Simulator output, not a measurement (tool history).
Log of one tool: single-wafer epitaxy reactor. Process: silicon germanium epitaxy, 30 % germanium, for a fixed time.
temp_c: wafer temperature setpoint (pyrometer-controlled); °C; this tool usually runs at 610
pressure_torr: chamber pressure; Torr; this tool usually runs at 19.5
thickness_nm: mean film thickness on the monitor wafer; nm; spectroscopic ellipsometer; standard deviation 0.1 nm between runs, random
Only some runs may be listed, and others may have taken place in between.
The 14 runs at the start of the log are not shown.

| run | hour | temp_c | pressure_torr | wafers since the last listed run | hours since the last pyrometer calibration | hours since the last manometer calibration | hours since the showerhead was replaced | hours since the gauge calibration | read-back reference wafer on the same gauge, thickness_nm | thickness_nm |
|---|---|---|---|---|---|---|---|---|---|---|
| 15 | 178.3 | 610 | 19.5 | 87 | 2684.3 | 2189.1 | 3745.1 | 290.5 | 72.586 | 74.501 |
| 16 | 187.0 | 614 | 16.2 | 93 | 2693.0 | 2197.8 | 3753.8 | 299.2 | 72.591 | 74.855 |
|  | 204.2 | showerhead replaced |
|  | 219.6 | capacitance manometer re-zeroed and calibrated |
| 17 | 236.7 | 610 | 19.5 | 364 | 2742.7 | 17.1 | 32.5 | 348.9 | 72.609 | 74.573 |
| 18 | 244.1 | 596 | 23.3 | 79 | 2750.1 | 24.5 | 39.9 | 356.3 | 72.589 | 63.457 |
| 19 | 250.6 | 618 | 22.8 | 70 | 2756.6 | 31.0 | 46.4 | 362.8 | 72.586 | 89.005 |
| 20 | 260.8 | 602 | 24.0 | 110 | 2766.8 | 41.2 | 56.6 | 373.0 | 72.592 | 70.483 |
| 21 | 269.6 | 614 | 23.6 | 95 | 2775.6 | 50.0 | 65.4 | 381.8 | 72.600 | 84.596 |
| 22 | 282.4 | 604 | 19.5 | 138 | 2788.4 | 62.8 | 78.2 | 394.6 | 72.604 | 68.109 |
| 23 | 290.4 | 610 | 19.5 | 86 | 2796.4 | 70.8 | 86.2 | 402.6 | 72.578 | 74.872 |
|  | 296.5 | gauge calibrated |
|  | 338.8 | pyrometer calibrated |
| 24 | 339.3 | 602 | 21.3 | 441 | 0.5 | 119.7 | 135.1 | 42.8 | 72.620 | 62.831 |
| 25 | 345.1 | 610 | 23.4 | 62 | 6.3 | 125.5 | 140.9 | 48.6 | 72.594 | 73.491 |
| 26 | 361.7 | 618 | 22.4 | 179 | 22.9 | 142.1 | 157.5 | 65.2 | 72.595 | 82.336 |
| 27 | 367.9 | 615 | 17.2 | 66 | 29.1 | 148.3 | 163.7 | 71.4 | 72.588 | 72.158 |
| 28 | 383.7 | 600 | 16.5 | 170 | 44.9 | 164.1 | 179.5 | 87.2 | 72.622 | 56.062 |
| 29 | 391.0 | 620 | 21.1 | 78 | 52.2 | 171.4 | 186.8 | 94.5 | 72.586 | 83.292 |
| 30 | 429.9 | 596 | 23.3 | 420 | 91.1 | 210.3 | 225.7 | 133.4 | 72.601 | 58.962 |

Alternative continuations, all from the tool just after run 30; predict every row:
| A | 430.3 | 610 | 19.5 | 4 | 91.5 | 210.7 | 226.1 | 133.8 | ? | ? |
| B | 430.3 | 596 | 16.9 | 4 | 91.5 | 210.7 | 226.1 | 133.8 | ? | ? |
| C | 430.3 | 610 | 22.5 | 4 | 91.5 | 210.7 | 226.1 | 133.8 | ? | ? |
| D | 430.3 | 605 | 21.8 | 4 | 91.5 | 210.7 | 226.1 | 133.8 | ? | ? |

| run | read-back reference wafer on the same gauge, thickness_nm | thickness_nm |
|---|---|---|
| A | 72.623 | 69.625 |
| B | 72.623 | 53.230 |
| C | 72.623 | 72.954 |
| D | 72.623 | 66.717 |
Stripped of hidden state, with their random variation kept, the same runs would have yielded:
| run | thickness_nm |
|---|---|
| A | 69.625 |
| B | 53.230 |
| C | 72.954 |
| D | 66.716 |

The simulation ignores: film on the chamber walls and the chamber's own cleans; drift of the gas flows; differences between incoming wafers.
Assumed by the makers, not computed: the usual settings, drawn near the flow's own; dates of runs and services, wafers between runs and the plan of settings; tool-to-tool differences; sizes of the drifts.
